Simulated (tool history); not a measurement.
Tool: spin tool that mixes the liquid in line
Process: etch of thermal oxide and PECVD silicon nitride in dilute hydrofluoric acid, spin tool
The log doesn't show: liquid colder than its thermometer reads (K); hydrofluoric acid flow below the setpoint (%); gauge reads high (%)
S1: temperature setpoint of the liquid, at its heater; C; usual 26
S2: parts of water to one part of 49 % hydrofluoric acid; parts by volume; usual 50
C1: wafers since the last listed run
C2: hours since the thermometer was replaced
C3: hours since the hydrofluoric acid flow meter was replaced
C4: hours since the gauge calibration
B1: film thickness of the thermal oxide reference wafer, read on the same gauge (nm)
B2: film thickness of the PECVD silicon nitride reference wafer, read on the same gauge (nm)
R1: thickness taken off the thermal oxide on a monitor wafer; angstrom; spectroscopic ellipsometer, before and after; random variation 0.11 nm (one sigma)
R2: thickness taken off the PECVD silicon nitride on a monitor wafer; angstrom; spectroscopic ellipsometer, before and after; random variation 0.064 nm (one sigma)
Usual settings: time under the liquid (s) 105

run 1 hour=0 | S1=26 S2=50 time_under_the_liquid_(s)=105 | C1=0 C2=1444.7 C3=967.4 C4=174.6 | B1=110 B2=139.96 | R1=103.6 R2=80.9
run 2 hour=11 | S1=26 S2=50 time_under_the_liquid_(s)=105 | C1=75 C2=1455.7 C3=978.4 C4=185.6 | B1=109.97 B2=140.01 | R1=101.7 R2=81.2
run 3 hour=17.1 | S1=26 S2=50 time_under_the_liquid_(s)=105 | C1=41 C2=1461.8 C3=984.5 C4=191.7 | B1=109.99 B2=139.98 | R1=104.4 R2=82.1
-- hour=21.2 thermometer replaced
run 4 hour=25 | S1=26 S2=70 time_under_the_liquid_(s)=85 | C1=47 C2=3.8 C3=992.4 C4=199.6 | B1=109.99 B2=139.97 | R1=57.4 R2=46.7
run 5 hour=35.5 | S1=28 S2=45 time_under_the_liquid_(s)=80 | C1=72 C2=14.3 C3=1002.9 C4=210.1 | B1=110 B2=140.05 | R1=95.7 R2=77.4
run 6 hour=52.2 | S1=21 S2=30 time_under_the_liquid_(s)=105 | C1=114 C2=31 C3=1019.6 C4=226.8 | B1=109.99 B2=140.01 | R1=141.7 R2=93.9
run 7 hour=66.1 | S1=26 S2=50 time_under_the_liquid_(s)=105 | C1=95 C2=44.9 C3=1033.5 C4=240.7 | B1=109.98 B2=139.99 | R1=101.5 R2=80.4
run 8 hour=76.2 | S1=26 S2=50 time_under_the_liquid_(s)=105 | C1=69 C2=55 C3=1043.6 C4=250.8 | B1=109.98 B2=139.99 | R1=102 R2=79.7
run 9 hour=85.5 | S1=23.5 S2=50 time_under_the_liquid_(s)=105 | C1=63 C2=64.3 C3=1052.9 C4=260.1 | B1=109.99 B2=139.97 | R1=90.4 R2=67.6
-- hour=94.9 hydrofluoric acid flow meter replaced
run 10 hour=95.4 | S1=26 S2=50 time_under_the_liquid_(s)=50 | C1=61 C2=74.2 C3=0.5 C4=270 | B1=110.01 B2=139.98 | R1=54.6 R2=43.8
run 11 hour=109.2 | S1=24 S2=70 time_under_the_liquid_(s)=90 | C1=94 C2=88 C3=14.3 C4=283.8 | B1=110 B2=140 | R1=63.7 R2=48.8
run 12 hour=125.2 | S1=26 S2=55 time_under_the_liquid_(s)=105 | C1=109 C2=104 C3=30.3 C4=299.8 | B1=110 B2=140.01 | R1=104.8 R2=81.8
run 13 hour=152 | S1=26 S2=60 time_under_the_liquid_(s)=105 | C1=184 C2=130.8 C3=57.1 C4=326.6 | B1=109.98 B2=140.02 | R1=96.1 R2=74.8
run 14 hour=164.5 | S1=24 S2=50 time_under_the_liquid_(s)=105 | C1=85 C2=143.3 C3=69.6 C4=339.1 | B1=110 B2=139.99 | R1=106.4 R2=78.9
run 15 hour=171.4 | S1=26 S2=50 time_under_the_liquid_(s)=105 | C1=47 C2=150.2 C3=76.5 C4=346 | B1=110.02 B2=139.99 | R1=114.2 R2=90.2
run 16 hour=184.7 | S1=28.5 S2=70 time_under_the_liquid_(s)=105 | C1=91 C2=163.5 C3=89.8 C4=359.3 | B1=110.02 B2=139.94 | R1=88.3 R2=75.3
-- hour=186.1 gauge calibrated
run 17 hour=200.4 | S1=26 S2=65 time_under_the_liquid_(s)=105 | C1=107 C2=179.2 C3=105.5 C4=14.3 | B1=109.98 B2=139.97 | R1=87.6 R2=70.2
run 18 hour=214.1 | S1=26 S2=40 time_under_the_liquid_(s)=105 | C1=94 C2=192.9 C3=119.2 C4=28 | B1=109.99 B2=139.99 | R1=144.4 R2=110.4
run 19 hour=226.4 | S1=31 S2=35 time_under_the_liquid_(s)=85 | C1=84 C2=205.2 C3=131.5 C4=40.3 | B1=109.99 B2=139.99 | R1=165.3 R2=143
run 20 hour=233.2 | S1=26 S2=30 time_under_the_liquid_(s)=75 | C1=46 C2=212 C3=138.3 C4=47.1 | B1=109.97 B2=140.02 | R1=141.5 R2=105.5
run 21 hour=243.2 | S1=24.5 S2=40 time_under_the_liquid_(s)=150 | C1=68 C2=222 C3=148.3 C4=57.1 | B1=110 B2=140 | R1=194.7 R2=143.3
run 22 hour=256.5 | S1=27.5 S2=60 time_under_the_liquid_(s)=55 | C1=91 C2=235.3 C3=161.6 C4=70.4 | B1=109.99 B2=139.99 | R1=51.1 R2=42.9
run 23 hour=266.2 | S1=26 S2=50 time_under_the_liquid_(s)=105 | C1=66 C2=245 C3=171.3 C4=80.1 | B1=110.03 B2=140.03 | R1=111.8 R2=88.3

Run 24 comes next. What will it give?
run 24 hour=275.8 | S1=22.5 S2=75 time_under_the_liquid_(s)=55 | C1=65 C2=254.6 C3=180.9 C4=89.7 | B1=? B2=? | R1=? R2=?

B1: 110.01
B2: 139.99
R1: 33.2 angstrom
R2: 24.4 angstrom
Without the tool's hidden state the same run would have given R1 34 angstrom, R2 25 angstrom.
